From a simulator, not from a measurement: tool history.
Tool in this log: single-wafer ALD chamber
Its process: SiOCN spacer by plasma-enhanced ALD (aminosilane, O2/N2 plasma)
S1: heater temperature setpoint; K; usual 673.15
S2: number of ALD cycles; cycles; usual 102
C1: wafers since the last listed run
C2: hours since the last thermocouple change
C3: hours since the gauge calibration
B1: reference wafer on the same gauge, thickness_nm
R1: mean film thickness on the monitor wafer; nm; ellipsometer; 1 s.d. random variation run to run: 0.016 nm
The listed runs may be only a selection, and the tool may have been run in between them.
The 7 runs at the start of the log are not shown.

Run 8, day 8.683: usual settings; C1 85; C2 1535.6; C3 139.3; B1 5.367. Result: R1 6.561 nm.
Run 9, day 9.508: usual settings; C1 72; C2 1555.4; C3 159.1; B1 5.369. Result: R1 6.541 nm.
Run 10, day 10.758: usual settings; C1 110; C2 1585.4; C3 189.1; B1 5.366. Result: R1 6.543 nm.
Run 11, day 11.538: usual settings; C1 68; C2 1604.1; C3 207.8; B1 5.367. Result: R1 6.542 nm.
Run 12, day 12.762: usual settings; C1 107; C2 1633.5; C3 237.2; B1 5.368. Result: R1 6.6 nm.
Run 13, day 13.529: usual settings; C1 67; C2 1651.9; C3 255.6; B1 5.376. Result: R1 6.579 nm.
Run 14, day 14.492: usual settings; C1 84; C2 1675; C3 278.7; B1 5.378. Result: R1 6.584 nm.
Run 15, day 15.508: usual settings; C1 89; C2 1699.4; C3 303.1; B1 5.38. Result: R1 6.604 nm.
Run 16, day 16.429: usual settings but S1 662.15 K, S2 108 cycles; C1 81; C2 1721.5; C3 325.2; B1 5.381. Result: R1 6.95 nm.
Run 17, day 17.388: usual settings but S1 662.15 K, S2 108 cycles; C1 84; C2 1744.5; C3 348.2; B1 5.391. Result: R1 6.945 nm.
Run 18, day 18.792: usual settings but S1 662.15 K, S2 108 cycles; C1 123; C2 1778.2; C3 381.9; B1 5.396. Result: R1 6.957 nm.
Run 19, day 20.183: usual settings; C1 122; C2 1811.6; C3 415.3; B1 5.405. Result: R1 6.588 nm.
Run 20, day 21.088: usual settings; C1 79; C2 1833.3; C3 437; B1 5.409. Result: R1 6.615 nm.
Run 21, day 21.75: usual settings; C1 58; C2 1849.2; C3 452.9; B1 5.405. Result: R1 6.598 nm.
Run 22, day 22.312: usual settings; C1 49; C2 1862.7; C3 466.4; B1 5.417. Result: R1 6.624 nm.
Run 23, day 23.217: usual settings but S2 87 cycles; C1 79; C2 1884.4; C3 488.1; B1 5.417. Result: R1 5.649 nm.
Run 24, day 24.212: usual settings but S1 680.15 K, S2 92 cycles; C1 87; C2 1908.3; C3 512; B1 5.433. Result: R1 5.876 nm.
Run 25, day 25.296: usual settings but S1 665.15 K, S2 95 cycles; C1 95; C2 1934.3; C3 538; B1 5.432. Result: R1 6.194 nm.
Run 26, day 25.888: usual settings but S2 91 cycles; C1 52; C2 1948.5; C3 552.2; B1 5.438. Result: R1 5.903 nm.
Run 27, day 27.138: usual settings but S1 660.15 K, S2 109 cycles; C1 110; C2 1978.5; C3 582.2; B1 5.453. Result: R1 7.117 nm.
Run 28, day 28.45: usual settings; C1 115; C2 2010; C3 613.7; B1 5.455. Result: R1 6.65 nm.
Run 29, day 29.275: usual settings; C1 72; C2 2029.8; C3 633.5; B1 5.468. Result: R1 6.667 nm.

What will run 30 give?
At day 29.529: gauge calibrated.
Run 30, day 30.242: usual settings but S1 681.15 K, S2 118 cycles; C1 85; C2 2053; C3 17.1; B1 ?. Result: R1 ?.

B1: 5.356
R1: 7.419 nm
Minus the tool's unlogged condition, the same run would have read R1 7.401 nm.
